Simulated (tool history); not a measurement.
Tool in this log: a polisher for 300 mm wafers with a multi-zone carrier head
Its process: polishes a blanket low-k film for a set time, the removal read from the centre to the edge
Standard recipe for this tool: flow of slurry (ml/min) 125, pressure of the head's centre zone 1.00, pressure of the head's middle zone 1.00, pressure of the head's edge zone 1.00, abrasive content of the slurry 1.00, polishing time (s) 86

| run | hour | flow of slurry (ml/min) | pressure of the head's centre zone | pressure of the head's middle zone | pressure of the head's edge zone | abrasive content of the slurry | polishing time (s) | wafers since the last listed run | wafers polished on this pad | hours since the slurry nozzle was cleaned | hours since the centre zone pressure was calibrated | hours since the edge zone pressure was calibrated | hours since the carrier head's membrane was replaced | incoming thickness of the incoming film, nm | film removed at the wafer's centre (nm) | film removed at mid-radius (nm) | film removed at the wafer's edge (nm) |
|---|---|---|---|---|---|---|---|---|---|---|---|---|---|---|---|---|---|
| 1 | 0.0 | 125 | 1.00 | 1.00 | 1.05 | 1.00 | 86 | 0 | 3995 | 136.3 | 446.2 | 375.7 | 492.3 | 307.2 | 20.6 | 21.0 | 22.0 |
| 2 | 56.6 | 125 | 0.97 | 1.06 | 1.08 | 1.00 | 102 | 596 | 4592 | 192.9 | 502.8 | 432.3 | 548.9 | 303.3 | 23.2 | 25.6 | 26.3 |
| 3 | 109.2 | 125 | 0.92 | 1.00 | 0.90 | 1.00 | 86 | 554 | 5146 | 245.5 | 555.4 | 484.9 | 601.5 | 314.5 | 18.6 | 20.8 | 20.1 |
|  | 113.6 | edge zone pressure recalibrated |
|  | 139.3 | worn pad replaced by a new one |
| 4 | 157.8 | 125 | 0.92 | 1.00 | 0.92 | 1.00 | 86 | 448 | 194 | 294.1 | 604.0 | 44.2 | 650.1 | 315.1 | 19.5 | 21.4 | 21.3 |
| 5 | 195.2 | 100 | 1.07 | 0.89 | 1.00 | 1.00 | 86 | 394 | 588 | 331.5 | 641.4 | 81.6 | 687.5 | 311.5 | 21.5 | 19.0 | 21.3 |
| 6 | 266.3 | 165 | 1.00 | 1.00 | 1.11 | 1.30 | 111 | 749 | 1337 | 402.6 | 712.5 | 152.7 | 758.6 | 312.2 | 31.0 | 31.5 | 34.1 |
| 7 | 324.7 | 125 | 1.00 | 1.00 | 1.00 | 1.00 | 86 | 615 | 1952 | 461.0 | 770.9 | 211.1 | 817.0 | 304.8 | 21.1 | 21.7 | 21.8 |
|  | 340.1 | slurry nozzle cleaned |
| 8 | 383.0 | 125 | 1.00 | 1.00 | 0.89 | 1.00 | 86 | 603 | 2556 | 42.9 | 829.2 | 269.4 | 875.3 | 313.5 | 20.2 | 21.8 | 20.5 |
| 9 | 417.0 | 125 | 1.00 | 1.00 | 1.00 | 1.00 | 86 | 358 | 2914 | 76.9 | 863.2 | 303.4 | 909.3 | 305.5 | 20.9 | 21.3 | 21.6 |
| 10 | 458.2 | 85 | 1.00 | 1.00 | 1.00 | 0.75 | 86 | 434 | 3349 | 118.1 | 904.4 | 344.6 | 950.5 | 315.1 | 17.3 | 18.3 | 18.6 |
| 11 | 525.6 | 125 | 0.89 | 1.00 | 0.91 | 1.00 | 86 | 710 | 4059 | 185.5 | 971.8 | 412.0 | 1017.9 | 307.1 | 18.0 | 20.9 | 20.7 |
|  | 553.6 | centre zone pressure recalibrated |
| 12 | 578.6 | 125 | 0.91 | 1.07 | 1.00 | 0.75 | 86 | 537 | 4596 | 238.5 | 25.0 | 465.0 | 1070.9 | 307.3 | 17.1 | 19.8 | 19.2 |
|  | 615.8 | carrier head's membrane replaced by a new one |
| 13 | 620.1 | 125 | 1.00 | 1.00 | 1.00 | 0.80 | 113 | 384 | 4981 | 280.0 | 66.5 | 506.5 | 4.3 | 304.6 | 24.8 | 24.9 | 26.5 |
| 14 | 666.5 | 125 | 1.00 | 0.93 | 0.94 | 1.00 | 72 | 488 | 5469 | 326.4 | 112.9 | 552.9 | 50.7 | 308.0 | 17.0 | 16.6 | 17.0 |
|  | 690.0 | edge zone pressure recalibrated |
|  | 722.2 | worn pad replaced by a new one |
| 15 | 730.0 | 125 | 1.00 | 1.00 | 1.00 | 1.00 | 86 | 605 | 81 | 389.9 | 176.4 | 40.0 | 114.2 | 314.3 | 21.5 | 21.8 | 22.6 |
| 16 | 800.2 | 125 | 1.00 | 1.00 | 1.00 | 1.00 | 86 | 739 | 821 | 460.1 | 246.6 | 110.2 | 184.4 | 312.5 | 21.3 | 21.6 | 22.4 |
| 17 | 847.8 | 100 | 0.94 | 0.90 | 1.00 | 1.00 | 86 | 501 | 1322 | 507.7 | 294.2 | 157.8 | 232.0 | 310.9 | 18.8 | 18.9 | 21.2 |
| 18 | 893.6 | 125 | 1.00 | 1.00 | 1.00 | 1.00 | 61 | 482 | 1805 | 553.5 | 340.0 | 203.6 | 277.8 | 310.2 | 15.1 | 15.5 | 15.4 |
|  | 902.5 | slurry nozzle cleaned |
| 19 | 959.9 | 125 | 1.00 | 1.00 | 0.88 | 1.10 | 86 | 687 | 2493 | 57.4 | 406.3 | 269.9 | 344.1 | 310.6 | 21.6 | 21.8 | 21.1 |
| 20 | 1007.6 | 160 | 1.00 | 0.94 | 1.00 | 1.00 | 86 | 502 | 2995 | 105.1 | 454.0 | 317.6 | 391.8 | 311.6 | 22.0 | 21.4 | 22.1 |
| 21 | 1059.3 | 125 | 0.96 | 1.12 | 1.00 | 1.00 | 86 | 544 | 3540 | 156.8 | 505.7 | 369.3 | 443.5 | 308.4 | 20.0 | 22.8 | 21.9 |
| 22 | 1130.6 | 115 | 1.11 | 1.00 | 1.10 | 1.20 | 86 | 751 | 4291 | 228.1 | 577.0 | 440.6 | 514.8 | 309.1 | 23.0 | 21.6 | 23.4 |

Alternative continuations, all from the tool just after run 22; predict every row:
| A | 1131.1 | 125 | 1.00 | 1.00 | 1.00 | 1.00 | 86 | 5 | 4297 | 228.6 | 577.5 | 441.1 | 515.3 | 310.2 | ? | ? | ? |
| B | 1131.1 | 125 | 1.00 | 1.00 | 0.97 | 0.90 | 86 | 5 | 4297 | 228.6 | 577.5 | 441.1 | 515.3 | 310.2 | ? | ? | ? |
| C | 1131.1 | 125 | 1.00 | 1.10 | 1.00 | 1.10 | 66 | 5 | 4297 | 228.6 | 577.5 | 441.1 | 515.3 | 310.2 | ? | ? | ? |
| D | 1131.1 | 125 | 0.95 | 1.00 | 1.08 | 0.85 | 106 | 5 | 4297 | 228.6 | 577.5 | 441.1 | 515.3 | 310.2 | ? | ? | ? |

| run | film removed at the wafer's centre (nm) | film removed at mid-radius (nm) | film removed at the wafer's edge (nm) |
|---|---|---|---|
| A | 20.4 | 20.8 | 21.6 |
| B | 19.8 | 20.1 | 20.6 |
| C | 16.2 | 17.5 | 17.0 |
| D | 22.7 | 24.3 | 26.3 |
Had the tool no hidden state, the same runs would have come out as:
| run | film removed at the wafer's centre (nm) | film removed at mid-radius (nm) | film removed at the wafer's edge (nm) |
|---|---|---|---|
| A | 21.3 | 21.7 | 22.5 |
| B | 20.6 | 21.0 | 21.5 |
| C | 16.9 | 18.3 | 17.8 |
| D | 23.7 | 25.4 | 27.4 |
